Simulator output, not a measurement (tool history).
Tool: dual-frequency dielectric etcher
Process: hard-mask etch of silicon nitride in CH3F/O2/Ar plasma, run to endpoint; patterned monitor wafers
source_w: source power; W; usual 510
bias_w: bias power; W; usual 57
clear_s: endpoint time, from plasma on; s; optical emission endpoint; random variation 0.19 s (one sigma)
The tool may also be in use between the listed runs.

run,hour,source_w,bias_w,wafers since the last listed run,hours since the last wet clean,hours since the last source power generator calibration,hours since the last bias power generator calibration,hours since the last upper electrode change,"incoming incoming film thickness, nm",clear_s
1,0.0,510,57,0,130.6,2261.1,4011.7,2917.5,44.22,61.4
# hour 19.1: bias power generator calibrated
# hour 61.6: source power generator calibrated
2,76.6,510,57,735,207.2,15.0,57.5,2994.1,44.08,62.8
3,105.8,510,57,313,236.4,44.2,86.7,3023.3,44.24,62.6
4,120.4,510,64,156,251.0,58.8,101.3,3037.9,44.16,59.1
5,144.9,510,64,262,275.5,83.3,125.8,3062.4,44.62,59.2
6,180.6,510,64,382,311.2,119.0,161.5,3098.1,44.29,59.1
7,200.7,510,52,215,331.3,139.1,181.6,3118.2,44.75,66.6
8,287.0,510,52,925,417.6,225.4,267.9,3204.5,44.16,65.1
9,305.3,510,52,196,435.9,243.7,286.2,3222.8,44.25,65.2
# hour 336.1: wet clean of the chamber
10,339.6,510,66,110,3.5,278.0,320.5,3257.1,44.03,58.7
11,356.4,510,62,180,20.3,294.8,337.3,3273.9,44.46,61.4
12,388.7,510,57,346,52.6,327.1,369.6,3306.2,44.32,63.6
13,421.8,510,57,355,85.7,360.2,402.7,3339.3,44.29,63.2
14,456.6,510,50,373,120.5,395.0,437.5,3374.1,44.31,67.8
15,469.2,380,65,135,133.1,407.6,450.1,3386.7,44.38,63.1
# hour 509.0: upper electrode replaced
16,509.5,460,57,174,173.4,447.9,490.4,0.5,44.31,64.6
17,513.4,510,57,41,177.3,451.8,494.3,4.4,44.46,63.3
18,546.5,510,48,355,210.4,484.9,527.4,37.5,44.93,70.0
19,561.1,590,48,156,225.0,499.5,542.0,52.1,44.29,66.5
20,590.3,420,70,313,254.2,528.7,571.2,81.3,44.17,58.9
21,629.8,630,57,423,293.7,568.2,610.7,120.8,43.75,58.9
22,647.7,580,66,192,311.6,586.1,628.6,138.7,44.04,56.1
23,678.8,400,67,333,342.7,617.2,659.7,169.8,44.54,61.2
24,705.0,510,57,281,368.9,643.4,685.9,196.0,44.15,62.6
25,740.7,390,48,382,404.6,679.1,721.6,231.7,44.02,71.8
# hour 787.1: wet clean of the chamber
26,787.6,380,71,245,0.5,726.0,768.5,278.6,44.52,60.6
27,793.6,510,57,64,6.5,732.0,774.5,284.6,44.08,63.4
28,814.4,550,46,223,27.3,752.8,795.3,305.4,43.86,69.3
29,847.9,430,44,359,60.8,786.3,828.8,338.9,44.39,76.0
30,874.5,510,57,285,87.4,812.9,855.4,365.5,44.37,63.4
31,903.4,440,70,310,116.3,841.8,884.3,394.4,44.39,59.1
32,939.3,510,57,385,152.2,877.7,920.2,430.3,44.76,64.2
33,953.7,590,57,154,166.6,892.1,934.6,444.7,43.92,60.2
34,1047.7,560,51,1008,260.6,986.1,1028.6,538.7,44.62,65.6
35,1075.0,420,53,292,287.9,1013.4,1055.9,566.0,44.26,67.8

Some steps in clear_s between neighbouring runs. How much of each would the tool show without its hidden state too (settings, what came in, random variation), and how much is left for the hidden state, with any gauge scatter that isn't in both results?
The hidden state here: etch rate over this chamber's usual, %; source power that arrives over what is set, %; bias power that arrives over what is set, %.
Run 1 -> 2: bias power generator calibrated, source power generator calibrated. clear_s +1.4 s: hidden state +1.5, all else -0.1.
Run 9 -> 10: bias_w 52 -> 66, wet clean of the chamber. clear_s -6.5 s: hidden state +1.4, all else -7.9.
Run 24 -> 25: source_w 510 -> 390, bias_w 57 -> 48. clear_s +9.2 s: hidden state -0.3, all else +9.5.
Run 25 -> 26: source_w 390 -> 380, bias_w 48 -> 71, wet clean of the chamber. clear_s -11.2 s: hidden state +1.3, all else -12.5.
Run 29 -> 30: source_w 430 -> 510, bias_w 44 -> 57. clear_s -12.6 s: hidden state -0.2, all else -12.4.
